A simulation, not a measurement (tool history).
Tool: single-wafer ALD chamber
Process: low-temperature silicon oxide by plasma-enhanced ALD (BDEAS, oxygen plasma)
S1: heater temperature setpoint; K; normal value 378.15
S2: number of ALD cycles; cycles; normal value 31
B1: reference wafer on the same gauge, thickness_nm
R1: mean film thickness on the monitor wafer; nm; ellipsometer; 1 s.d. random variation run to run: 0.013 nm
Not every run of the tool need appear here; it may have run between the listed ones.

Run 1, hour 0.0: usual settings but S1 386.15 K; B1 5.513. Result: R1 5.087 nm.
Run 2, hour 51.1: usual settings but S1 386.15 K; B1 5.524. Result: R1 5.113 nm.
Run 3, hour 116.6: usual settings; B1 5.521. Result: R1 5.198 nm.
Run 4, hour 185.0: usual settings; B1 5.530. Result: R1 5.179 nm.
Run 5, hour 242.0: usual settings; B1 5.538. Result: R1 5.184 nm.
Run 6, hour 303.3: usual settings but S1 371.15 K; B1 5.538. Result: R1 5.273 nm.
Run 7, hour 363.3: usual settings but S1 371.15 K; B1 5.534. Result: R1 5.270 nm.
Run 8, hour 399.7: usual settings; B1 5.546. Result: R1 5.185 nm.
Run 9, hour 426.2: usual settings but S1 385.15 K, S2 28 cycles; B1 5.545. Result: R1 4.616 nm.
Run 10, hour 489.6: usual settings but S1 392.15 K, S2 34 cycles; B1 5.543. Result: R1 5.537 nm.
Run 11, hour 540.6: usual settings but S1 370.15 K; B1 5.550. Result: R1 5.287 nm.
At hour 580.4: thermocouple changed; heater temperature recalibrated.
At hour 595.4: gauge calibrated.
Run 12, hour 597.6: usual settings but S1 364.15 K, S2 35 cycles; B1 5.402. Result: R1 5.967 nm.
Run 13, hour 638.5: usual settings; B1 5.420. Result: R1 5.068 nm.
Run 14, hour 821.2: usual settings but S1 392.15 K, S2 27 cycles; B1 5.483. Result: R1 4.345 nm.
Run 15, hour 867.7: usual settings but S1 382.15 K; B1 5.488. Result: R1 5.130 nm.
Run 16, hour 894.0: usual settings but S1 387.15 K, S2 28 cycles; B1 5.494. Result: R1 4.575 nm.
Run 17, hour 962.2: usual settings but S1 387.15 K, S2 25 cycles; B1 5.504. Result: R1 4.089 nm.

Forecast each of these 3 alternatives for the next run:
Run A, hour 962.7: usual settings; B1 ?. Result: R1 ?.
Run B, hour 962.7: usual settings but S1 386.15 K, S2 26 cycles; B1 ?. Result: R1 ?.
Run C, hour 962.7: usual settings but S1 368.15 K, S2 25 cycles; B1 ?. Result: R1 ?.

run     B1     R1
  A  5.509  5.145
  B  5.509  4.248
  C  5.509  4.272
With no hidden state in the tool, these same runs would have given:
run     R1
  A  5.066
  B  4.183
  C  4.206
